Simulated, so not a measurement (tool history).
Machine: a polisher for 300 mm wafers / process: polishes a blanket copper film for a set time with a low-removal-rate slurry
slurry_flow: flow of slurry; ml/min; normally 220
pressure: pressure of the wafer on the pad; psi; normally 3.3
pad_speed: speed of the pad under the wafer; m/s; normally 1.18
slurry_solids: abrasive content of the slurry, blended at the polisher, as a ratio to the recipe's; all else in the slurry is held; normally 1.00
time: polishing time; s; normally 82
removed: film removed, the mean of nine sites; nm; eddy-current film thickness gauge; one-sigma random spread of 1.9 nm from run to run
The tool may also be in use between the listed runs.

run,day,slurry_flow,pressure,pad_speed,slurry_solids,time,wafers since the last listed run,wafers polished on this pad,hours since the slurry nozzle was cleaned,hours since the head pressure was calibrated,hours since the slurry blender was calibrated,"incoming thickness of the incoming film, nm",removed
1,0.000,275,3.3,1.18,1.00,82,0,664,385.3,84.8,328.7,1492.8,304.2
# day 0.612: worn pad replaced by a new one
2,0.746,220,3.3,1.18,1.00,82,202,46,403.2,102.7,346.6,1490.8,295.4
3,1.138,220,3.3,1.18,1.00,82,137,183,412.6,112.1,356.0,1484.1,295.9
4,2.358,220,3.3,1.18,1.00,82,427,611,441.9,141.4,385.3,1481.5,299.6
# day 2.979: worn pad replaced by a new one
5,3.000,220,3.3,1.18,1.00,82,166,7,457.3,156.8,400.7,1473.0,303.2
6,3.350,220,3.3,1.18,1.00,82,122,130,465.7,165.2,409.1,1447.2,304.7
7,3.808,220,3.3,1.18,1.00,82,160,290,476.7,176.2,420.1,1460.6,302.7
8,4.321,220,3.9,1.18,1.00,82,179,470,489.0,188.5,432.4,1475.1,359.9
9,4.933,220,3.3,1.18,1.00,82,214,684,503.7,203.2,447.1,1481.8,304.0
# day 5.550: worn pad replaced by a new one
10,5.671,220,3.3,1.18,1.00,82,199,41,521.4,220.9,464.8,1488.0,305.4
11,7.688,160,3.9,1.00,1.00,101,706,747,569.8,269.3,513.2,1459.6,369.1
# day 7.996: worn pad replaced by a new one
# day 8.162: slurry blender recalibrated
12,8.308,220,2.1,0.86,1.00,82,129,80,584.7,284.2,3.5,1467.7,150.6
13,8.562,240,3.3,1.18,1.00,82,88,169,590.8,290.3,9.6,1488.6,307.7
# day 9.062: slurry nozzle cleaned
14,9.083,220,3.3,0.90,1.00,82,167,336,0.5,302.8,22.1,1500.2,242.2
# day 10.067: head pressure recalibrated
15,10.238,220,2.8,0.90,1.00,90,374,711,28.2,4.1,49.8,1480.8,217.3
# day 10.683: worn pad replaced by a new one
16,10.704,220,2.8,0.90,1.00,90,105,6,39.4,15.3,61.0,1483.3,218.7
17,10.871,220,3.3,1.18,1.00,82,58,65,43.4,19.3,65.0,1478.9,297.2
18,11.546,220,3.3,0.88,1.25,98,236,301,59.6,35.5,81.2,1463.3,292.3
19,12.258,290,3.0,1.18,1.00,82,249,551,76.7,52.6,98.3,1482.5,282.2

Run 20 has not been measured yet. What should we expect?
20,12.850,165,3.3,1.18,1.15,82,207,758,90.9,66.8,112.5,1477.5,?

Run 20 produced removed 294.2 nm.
With the hidden condition absent and the run-to-run variation left alone, this run would have shown removed 279.9 nm.

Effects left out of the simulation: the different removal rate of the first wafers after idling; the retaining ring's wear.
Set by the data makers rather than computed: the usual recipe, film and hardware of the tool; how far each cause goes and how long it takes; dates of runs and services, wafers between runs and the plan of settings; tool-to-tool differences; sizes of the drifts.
